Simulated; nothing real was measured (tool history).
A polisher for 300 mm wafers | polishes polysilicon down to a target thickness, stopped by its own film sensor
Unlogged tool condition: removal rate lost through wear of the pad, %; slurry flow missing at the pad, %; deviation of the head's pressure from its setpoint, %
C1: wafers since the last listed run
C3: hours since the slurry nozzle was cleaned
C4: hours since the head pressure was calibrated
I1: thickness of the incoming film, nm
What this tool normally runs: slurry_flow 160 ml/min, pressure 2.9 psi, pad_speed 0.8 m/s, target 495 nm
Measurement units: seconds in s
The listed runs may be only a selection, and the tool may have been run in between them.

Run 1, hour 0: usual settings; C1 0; wafers polished on this pad 288; C3 20.2; C4 535.8; I1 798.6. Result: seconds 40.5 s.
Run 2, hour 31.6: usual settings; C1 260; wafers polished on this pad 548; C3 51.8; C4 567.4; I1 799.4. Result: seconds 40.6 s.
Run 3, hour 58.7: usual settings; C1 223; wafers polished on this pad 772; C3 78.9; C4 594.5; I1 795.8. Result: seconds 41.4 s.
At hour 116.3: worn pad replaced by a new one.
Run 4, hour 152: usual settings but slurry_flow 180 ml/min; C1 736; wafers polished on this pad 294; C3 172.2; C4 687.8; I1 796.4. Result: seconds 41 s.
Run 5, hour 178.9: usual settings but target 436 nm; C1 221; wafers polished on this pad 516; C3 199.1; C4 714.7; I1 805.6. Result: seconds 53.1 s.
Run 6, hour 194: usual settings but target 436 nm; C1 124; wafers polished on this pad 640; C3 214.2; C4 729.8; I1 801.6. Result: seconds 51.9 s.
Run 7, hour 220.6: usual settings but target 436 nm; C1 219; wafers polished on this pad 860; C3 240.8; C4 756.4; I1 805.2. Result: seconds 52.6 s.
Run 8, hour 238.8: usual settings; C1 150; wafers polished on this pad 1010; C3 259; C4 774.6; I1 800.9. Result: seconds 42.6 s.
Run 9, hour 263.8: usual settings; C1 206; wafers polished on this pad 1216; C3 284; C4 799.6; I1 797.7. Result: seconds 43.4 s.
At hour 273.6: worn pad replaced by a new one.
Run 10, hour 280.8: usual settings; C1 107; wafers polished on this pad 59; C3 301; C4 816.6; I1 794.9. Result: seconds 44.2 s.
Run 11, hour 310.6: usual settings; C1 245; wafers polished on this pad 305; C3 330.8; C4 846.4; I1 804.8. Result: seconds 44.8 s.
Run 12, hour 396.2: usual settings; C1 705; wafers polished on this pad 1011; C3 416.4; C4 932; I1 793.4. Result: seconds 45 s.
Run 13, hour 423.3: usual settings but slurry_flow 110 ml/min; C1 223; wafers polished on this pad 1234; C3 443.5; C4 959.1; I1 800.1. Result: seconds 52.3 s.
At hour 434.4: worn pad replaced by a new one.
Run 14, hour 455.1: usual settings but slurry_flow 120 ml/min, pressure 2.6 psi, pad_speed 0.98 m/s, target 570 nm; C1 229; wafers polished on this pad 170; C3 475.3; C4 990.9; I1 807.2. Result: seconds 34.7 s.
At hour 475.8: slurry nozzle cleaned.
Run 15, hour 487.4: usual settings but slurry_flow 110 ml/min; C1 258; wafers polished on this pad 428; C3 11.6; C4 1023.2; I1 799.3. Result: seconds 44.5 s.
At hour 518.8: head pressure recalibrated.
Run 16, hour 520.1: usual settings but target 549 nm; C1 253; wafers polished on this pad 681; C3 44.3; C4 1.3; I1 809.5. Result: seconds 35 s.
Run 17, hour 534.8: usual settings; C1 121; wafers polished on this pad 803; C3 59; C4 16; I1 798.2. Result: seconds 40.9 s.
At hour 556.9: worn pad replaced by a new one.
Run 18, hour 562.2: usual settings but slurry_flow 175 ml/min, pressure 2.2 psi, pad_speed 1.02 m/s, target 566 nm; C1 192; wafers polished on this pad 43; C3 86.4; C4 43.4; I1 796.3. Result: seconds 29.7 s.
Run 19, hour 591.6: usual settings but slurry_flow 120 ml/min; C1 242; wafers polished on this pad 286; C3 115.8; C4 72.8; I1 801.7. Result: seconds 46.1 s.
Run 20, hour 670.2: usual settings but pressure 2 psi; C1 648; wafers polished on this pad 934; C3 194.4; C4 151.4; I1 815.4. Result: seconds 60.3 s.
At hour 678.5: worn pad replaced by a new one.
Run 21, hour 689.1: usual settings but slurry_flow 140 ml/min, target 407 nm; C1 122; wafers polished on this pad 87; C3 213.3; C4 170.3; I1 789. Result: seconds 55.3 s.
Run 22, hour 713.5: usual settings but slurry_flow 135 ml/min, pressure 3.4 psi, pad_speed 0.96 m/s, target 420 nm; C1 201; wafers polished on this pad 288; C3 237.7; C4 194.7; I1 791.4. Result: seconds 39.3 s.

Forecast each of these 5 alternatives for the next run:
Run A, hour 713.9: usual settings; C1 3; wafers polished on this pad 292; C3 238.1; C4 195.1; I1 802.5. Result: seconds ?.
Run B, hour 713.9: usual settings but pressure 2.1 psi; C1 3; wafers polished on this pad 292; C3 238.1; C4 195.1; I1 802.5. Result: seconds ?.
Run C, hour 713.9: usual settings but pad_speed 0.54 m/s; C1 3; wafers polished on this pad 292; C3 238.1; C4 195.1; I1 802.5. Result: seconds ?.
Run D, hour 713.9: usual settings but target 566 nm; C1 3; wafers polished on this pad 292; C3 238.1; C4 195.1; I1 802.5. Result: seconds ?.
Run E, hour 713.9: usual settings but pad_speed 0.94 m/s, target 574 nm; C1 3; wafers polished on this pad 292; C3 238.1; C4 195.1; I1 802.5. Result: seconds ?.

run  seconds
  A     43.9
  B     56.5
  C       65
  D     33.7
  E     27.7
Without the tool's unlogged condition, the same runs would have read:
run  seconds
  A     41.8
  B     53.8
  C     61.9
  D     32.1
  E     26.4
